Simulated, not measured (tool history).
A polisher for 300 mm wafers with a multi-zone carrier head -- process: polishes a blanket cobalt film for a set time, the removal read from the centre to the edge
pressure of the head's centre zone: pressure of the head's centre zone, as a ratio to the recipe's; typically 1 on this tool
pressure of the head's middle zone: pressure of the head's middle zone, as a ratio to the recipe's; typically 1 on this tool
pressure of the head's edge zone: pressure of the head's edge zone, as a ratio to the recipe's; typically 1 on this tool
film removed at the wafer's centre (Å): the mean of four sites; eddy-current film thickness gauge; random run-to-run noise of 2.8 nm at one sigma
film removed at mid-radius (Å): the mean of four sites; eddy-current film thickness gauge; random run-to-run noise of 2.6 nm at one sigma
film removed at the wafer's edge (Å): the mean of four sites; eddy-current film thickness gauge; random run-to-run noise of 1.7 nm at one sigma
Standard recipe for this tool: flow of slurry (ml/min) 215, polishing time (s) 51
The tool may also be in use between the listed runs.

run    hour  flow of slurry (ml/min)  pressure of the head's centre zone  pressure of the head's middle zone  pressure of the head's edge zone  polishing time (s)  incoming thickness of the incoming film, nm  film removed at the wafer's centre (Å)  film removed at mid-radius (Å)  film removed at the wafer's edge (Å)
  1       0                      245                                   1                                   1                                 1                  51                                       1308.7                                    2137                            2210                                  2167
  2      29                      215                                   1                                   1                                 1                  51                                       1318.5                                    2088                            2138                                  2166
       52.2  -- carrier head's membrane replaced by a new one
       59.8  -- slurry nozzle cleaned
  3    99.8                      215                                   1                                   1                                 1                  51                                       1301.9                                    2027                            2160                                  2133
        134  -- worn pad replaced by a new one
  4     169                      215                                   1                                   1                                 1                  51                                         1339                                    2121                            2116                                  2146
  5   211.6                      265                                   1                                1.05                                 1                  51                                       1317.6                                    2134                            2300                                  2187
  6     262                      280                                   1                                   1                                 1                  51                                       1320.1                                    2126                            2190                                  2206
  7     298                      280                                   1                                   1                                 1                  51                                         1314                                    2136                            2246                                  2230
  8     359                      215                                   1                                   1                              0.91                  38                                       1319.6                                    1568                            1639                                  1552
  9   430.1                      215                                   1                                   1                                 1                  51                                       1336.4                                    2048                            2191                                  2174
      451.5  -- centre zone pressure recalibrated
        493  -- edge zone pressure recalibrated
 10   611.1                      215                                   1                                1.07                                 1                  51                                       1304.9                                    2068                            2219                                  2159
      619.3  -- carrier head's membrane replaced by a new one
 11   650.4                      215                                   1                                   1                                 1                  51                                       1334.4                                    2069                            2106                                  2151
      680.1  -- slurry nozzle cleaned
      680.8  -- worn pad replaced by a new one
 12   683.9                      155                                   1                                   1                              0.96                  51                                         1329                                    1986                            2070                                  2077
 13   713.5                      255                                   1                                1.08                                 1                  41                                       1317.6                                    1681                            1867                                  1756
 14   738.2                      215                                0.88                                   1                                 1                  43                                       1302.8                                    1530                            1783                                  1807
 15   807.3                      215                                1.05                                 0.9                              0.96                  57                                       1311.7                                    2441                            2162                                  2385
 16     863                      175                                   1                                 0.9                                 1                  51                                       1318.4                                    1989                            1887                                  2115
 17   930.8                      215                                1.11                                1.05                                 1                  51                                       1293.3                                    2341                            2220                                  2185
 18  1001.7                      215                                   1                                0.93                                 1                  51                                       1335.8                                    2109                            1984                                  2132
       1091  -- centre zone pressure recalibrated
     1164.6  -- worn pad replaced by a new one
 19  1164.9                      215                                   1                                   1                              1.07                  51                                         1330                                    2083                            2129                                  2226
     1218.8  -- carrier head's membrane replaced by a new one
 20  1228.3                      215                                   1                                   1                                 1                  51                                         1329                                    2067                            2136                                  2155
 21    1264                      215                                   1                                   1                                 1                  51                                       1326.6                                    2027                            2170                                  2162
 22  1326.5                      150                                   1                                0.92                              0.94                  51                                         1318                                    1971                            1912                                  2014

For each run, what was the tool's unlogged condition?
removal rate lost through wear of the pad, %: 0 across all the runs
slurry flow missing at the pad, %: 0 across all the runs
deviation of the centre zone's pressure from its setpoint, %: 0 across all the runs
deviation of the edge zone's pressure from its setpoint, %: 0 across all the runs

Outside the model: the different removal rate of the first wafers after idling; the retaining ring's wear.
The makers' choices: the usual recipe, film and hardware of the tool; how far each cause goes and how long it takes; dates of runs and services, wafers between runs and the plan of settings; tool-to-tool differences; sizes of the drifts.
